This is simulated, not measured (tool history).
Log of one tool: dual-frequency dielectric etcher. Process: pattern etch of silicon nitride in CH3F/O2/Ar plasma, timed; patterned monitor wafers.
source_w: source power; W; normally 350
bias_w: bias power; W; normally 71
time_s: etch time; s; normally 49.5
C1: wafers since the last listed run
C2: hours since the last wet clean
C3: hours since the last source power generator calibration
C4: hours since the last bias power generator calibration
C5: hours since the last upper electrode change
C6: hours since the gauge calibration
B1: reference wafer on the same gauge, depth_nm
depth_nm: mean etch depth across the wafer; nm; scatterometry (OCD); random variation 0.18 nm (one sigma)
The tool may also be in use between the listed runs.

Run 1, day 0.000: usual settings but bias_w 79 W, time_s 60.0 s; C1 0; C2 265.8; C3 2675.4; C4 3933.0; C5 3074.2; C6 2.2; B1 30.91. Result: depth_nm 44.06 nm.
Run 2, day 0.850: usual settings but bias_w 79 W, time_s 60.0 s; C1 374; C2 286.2; C3 2695.8; C4 3953.4; C5 3094.6; C6 22.6; B1 30.78. Result: depth_nm 44.51 nm.
Run 3, day 1.442: usual settings but bias_w 78 W; C1 260; C2 300.4; C3 2710.0; C4 3967.6; C5 3108.8; C6 36.8; B1 30.85. Result: depth_nm 36.66 nm.
Run 4, day 2.879: usual settings but bias_w 78 W; C1 634; C2 334.9; C3 2744.5; C4 4002.1; C5 3143.3; C6 71.3; B1 30.83. Result: depth_nm 36.45 nm.
At day 4.283: wet clean of the chamber.
Run 5, day 4.304: usual settings; C1 187; C2 0.5; C3 2778.7; C4 4036.3; C5 3177.5; C6 105.5; B1 30.80. Result: depth_nm 34.70 nm.
Run 6, day 4.983: usual settings; C1 299; C2 16.8; C3 2795.0; C4 4052.6; C5 3193.8; C6 121.8; B1 30.74. Result: depth_nm 34.56 nm.
Run 7, day 5.700: usual settings but time_s 60.5 s; C1 316; C2 34.0; C3 2812.2; C4 4069.8; C5 3211.0; C6 139.0; B1 30.84. Result: depth_nm 42.71 nm.
Run 8, day 6.429: usual settings but source_w 280 W, bias_w 87 W; C1 321; C2 51.5; C3 2829.7; C4 4087.3; C5 3228.5; C6 156.5; B1 30.83. Result: depth_nm 32.90 nm.
Run 9, day 7.058: usual settings but source_w 440 W, time_s 39.5 s; C1 277; C2 66.6; C3 2844.8; C4 4102.4; C5 3243.6; C6 171.6; B1 30.79. Result: depth_nm 30.75 nm.
Run 10, day 8.400: usual settings but bias_w 57 W, time_s 40.5 s; C1 591; C2 98.8; C3 2877.0; C4 4134.6; C5 3275.8; C6 203.8; B1 30.76. Result: depth_nm 27.05 nm.
Run 11, day 9.162: usual settings but source_w 420 W, bias_w 56 W, time_s 38.5 s; C1 336; C2 117.1; C3 2895.3; C4 4152.9; C5 3294.1; C6 222.1; B1 30.77. Result: depth_nm 27.75 nm.
At day 10.433: upper electrode replaced.
Run 12, day 10.454: usual settings but bias_w 66 W, time_s 55.5 s; C1 128; C2 148.1; C3 2926.3; C4 4183.9; C5 0.5; C6 253.1; B1 30.79. Result: depth_nm 38.42 nm.
At day 10.833: bias power generator calibrated.
Run 13, day 11.208: usual settings but source_w 430 W, bias_w 60 W; C1 259; C2 166.2; C3 2944.4; C4 9.0; C5 18.6; C6 271.2; B1 30.81. Result: depth_nm 37.26 nm.
Run 14, day 12.325: usual settings; C1 492; C2 193.0; C3 2971.2; C4 35.8; C5 45.4; C6 298.0; B1 30.82. Result: depth_nm 35.48 nm.
Run 15, day 13.250: usual settings; C1 408; C2 215.2; C3 2993.4; C4 58.0; C5 67.6; C6 320.2; B1 30.73. Result: depth_nm 35.55 nm.
Run 16, day 14.617: usual settings but source_w 430 W, time_s 63.5 s; C1 602; C2 248.0; C3 3026.2; C4 90.8; C5 100.4; C6 353.0; B1 30.81. Result: depth_nm 49.89 nm.
At day 16.146: source power generator calibrated.
Run 17, day 16.167: usual settings; C1 610; C2 285.2; C3 0.5; C4 128.0; C5 137.6; C6 390.2; B1 30.79. Result: depth_nm 35.44 nm.
Run 18, day 16.654: usual settings but source_w 290 W, bias_w 60 W, time_s 41.5 s; C1 215; C2 296.9; C3 12.2; C4 139.7; C5 149.3; C6 401.9; B1 30.69. Result: depth_nm 26.09 nm.
Run 19, day 17.262: usual settings but time_s 45.5 s; C1 268; C2 311.5; C3 26.8; C4 154.3; C5 163.9; C6 416.5; B1 30.78. Result: depth_nm 32.42 nm.
Run 20, day 18.492: usual settings; C1 542; C2 341.0; C3 56.3; C4 183.8; C5 193.4; C6 446.0; B1 30.76. Result: depth_nm 35.76 nm.
Run 21, day 19.275: usual settings but source_w 320 W, bias_w 56 W, time_s 56.0 s; C1 345; C2 359.8; C3 75.1; C4 202.6; C5 212.2; C6 464.8; B1 30.79. Result: depth_nm 36.44 nm.
Run 22, day 20.608: usual settings but source_w 380 W, bias_w 66 W, time_s 58.0 s; C1 588; C2 391.8; C3 107.1; C4 234.6; C5 244.2; C6 496.8; B1 30.75. Result: depth_nm 42.72 nm.
Run 23, day 21.529: usual settings but source_w 280 W, bias_w 88 W, time_s 44.5 s; C1 406; C2 413.9; C3 129.2; C4 256.7; C5 266.3; C6 518.9; B1 30.82. Result: depth_nm 30.81 nm.
Run 24, day 22.712: usual settings but source_w 270 W, bias_w 65 W; C1 521; C2 442.3; C3 157.6; C4 285.1; C5 294.7; C6 547.3; B1 30.78. Result: depth_nm 30.98 nm.
At day 23.854: wet clean of the chamber.
Run 25, day 23.875: usual settings; C1 71; C2 0.5; C3 185.5; C4 313.0; C5 322.6; C6 575.2; B1 30.80. Result: depth_nm 34.30 nm.
At day 23.904: gauge calibrated.
Run 26, day 24.625: usual settings but source_w 280 W, bias_w 87 W, time_s 55.5 s; C1 330; C2 18.5; C3 203.5; C4 331.0; C5 340.6; C6 17.3; B1 30.73. Result: depth_nm 37.09 nm.
Run 27, day 25.742: usual settings but time_s 58.5 s; C1 492; C2 45.3; C3 230.3; C4 357.8; C5 367.4; C6 44.1; B1 30.77. Result: depth_nm 41.20 nm.
Run 28, day 27.204: usual settings but source_w 320 W, bias_w 85 W, time_s 43.0 s; C1 645; C2 80.4; C3 265.4; C4 392.9; C5 402.5; C6 79.2; B1 30.80. Result: depth_nm 30.44 nm.
Run 29, day 28.421: usual settings; C1 536; C2 109.6; C3 294.6; C4 422.1; C5 431.7; C6 108.4; B1 30.77. Result: depth_nm 34.80 nm.

Each row is a separate what-if for the run after 29, all from the same tool condition, not one after another. Results?
Run A, day 28.438: usual settings; C1 7; C2 110.0; C3 295.0; C4 422.5; C5 432.1; C6 108.8; B1 ?. Result: depth_nm ?.
Run B, day 28.438: usual settings but bias_w 80 W, time_s 53.5 s; C1 7; C2 110.0; C3 295.0; C4 422.5; C5 432.1; C6 108.8; B1 ?. Result: depth_nm ?.
Run C, day 28.438: usual settings but bias_w 56 W; C1 7; C2 110.0; C3 295.0; C4 422.5; C5 432.1; C6 108.8; B1 ?. Result: depth_nm ?.
Run D, day 28.438: usual settings but source_w 320 W, bias_w 58 W, time_s 35.5 s; C1 7; C2 110.0; C3 295.0; C4 422.5; C5 432.1; C6 108.8; B1 ?. Result: depth_nm ?.
Run E, day 28.438: usual settings but source_w 400 W, bias_w 84 W, time_s 57.5 s; C1 7; C2 110.0; C3 295.0; C4 422.5; C5 432.1; C6 108.8; B1 ?. Result: depth_nm ?.

run     B1  depth_nm
  A  30.80     35.03
  B  30.80     39.08
  C  30.80     33.05
  D  30.80     22.93
  E  30.80     45.18
What these runs would have given with no unlogged condition in the tool:
run  depth_nm
  A     34.83
  B     38.85
  C     32.86
  D     22.79
  E     44.91

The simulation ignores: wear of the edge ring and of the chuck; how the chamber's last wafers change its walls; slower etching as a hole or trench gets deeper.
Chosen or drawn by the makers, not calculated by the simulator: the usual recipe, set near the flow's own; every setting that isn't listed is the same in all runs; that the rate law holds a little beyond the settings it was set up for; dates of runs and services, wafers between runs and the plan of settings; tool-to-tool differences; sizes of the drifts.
